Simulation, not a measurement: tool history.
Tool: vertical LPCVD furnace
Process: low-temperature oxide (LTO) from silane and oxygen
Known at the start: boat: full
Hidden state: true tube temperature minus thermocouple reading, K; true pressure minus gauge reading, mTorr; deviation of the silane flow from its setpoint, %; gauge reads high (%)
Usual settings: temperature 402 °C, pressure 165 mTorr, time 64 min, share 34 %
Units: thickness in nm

run,hour,temperature,pressure,time,share,wafers since the last listed run,hours since the last temperature calibration,hours since the pressure gauge was zeroed,hours since the silane flow controller was replaced,hours since the gauge calibration,"read-back reference wafer on the same gauge, thickness",thickness
1,0,402,165,64,34,0,4919.9,3051.2,4384,271.4,288.13,343.91
2,6.7,402,165,64,34,118,4926.6,3057.9,4390.7,278.1,287.92,342.72
3,13.3,402,165,64,34,116,4933.2,3064.5,4397.3,284.7,287.99,343.99
4,49,402,165,64,34,629,4968.9,3100.2,4433,320.4,287.9,345.6
5,62,402,165,64,34,229,4981.9,3113.2,4446,333.4,288.09,345.15
6,68.2,402,165,64,34,109,4988.1,3119.4,4452.2,339.6,288.06,341.77
# hour 98.1: thermocouples replaced and temperature profile calibrated
7,98.6,402,165,64,34,112,0.5,3149.8,4482.6,370,287.97,342.72
8,102.5,402,165,64,34,68,4.4,3153.7,4486.5,373.9,288.05,344.34
9,106.4,402,165,58.5,34,68,8.3,3157.6,4490.4,377.8,287.89,315.24
10,110.2,402,165,58.5,34,12,12.1,3161.4,4494.2,381.6,287.98,314.53
# hour 126.8: gauge calibrated
# hour 131.1: silane flow controller replaced
11,131.6,402,165,64,34,8,33.5,3182.8,0.5,4.8,287.99,343.45
12,135.5,402,165,64,34,68,37.4,3186.7,4.4,8.7,288.05,342.35
13,139.4,402,165,55,34,68,41.3,3190.6,8.3,12.6,288.09,293.8
14,153.1,402,165,64,34,241,55,3204.3,22,26.3,288.06,343.33
15,165.6,402,165,64,34,220,67.5,3216.8,34.5,38.8,287.89,342.95
16,172.9,402,205,64,34,128,74.8,3224.1,41.8,46.1,287.96,428.31
17,182.6,402,165,64,34,170,84.5,3233.8,51.5,55.8,288.21,345.46
18,197.2,409,190,52,39,257,99.1,3248.4,66.1,70.4,287.86,413.05
19,210.1,397,165,73,28,227,112,3261.3,79,83.3,288.02,278.98
20,225.9,413,175,64,34,278,127.8,3277.1,94.8,99.1,288.09,410.99
21,237.8,402,165,64,34,209,139.7,3289,106.7,111,287.85,343.42
# hour 276.1: pressure gauge zeroed
22,276.6,402,165,86,34,260,178.5,0.5,145.5,149.8,287.78,459.6
23,280.5,402,165,64,34,68,182.4,4.4,149.4,153.7,288.12,344
24,292.2,397,165,87.5,34,206,194.1,16.1,161.1,165.4,288,441.75
25,309.4,402,135,52.5,34,303,211.3,33.3,178.3,182.6,288.08,230.83
26,321.8,402,165,64,34,218,223.7,45.7,190.7,195,287.97,342.59
27,336.1,402,165,64,34,252,238,60,205,209.3,287.81,344.11
28,348.3,402,165,64,39,215,250.2,72.2,217.2,221.5,288.09,409.55
29,364,413,135,76.5,39,276,265.9,87.9,232.9,237.2,288.17,448.94
30,381.3,411,135,64,37,304,283.2,105.2,250.2,254.5,288.07,347.56

How the hidden state differs across the entries between the runs, from the last listed run before each to the first after it:
Between runs 6 and 7: thermocouples replaced and temperature profile calibrated (hour 98.1)
  no hidden state differs between the two runs
Between runs 10 and 11: gauge calibrated (hour 126.8); silane flow controller replaced (hour 131.1)
  no hidden state differs between the two runs
Between runs 21 and 22: pressure gauge zeroed (hour 276.1)
  no hidden state differs between the two runs
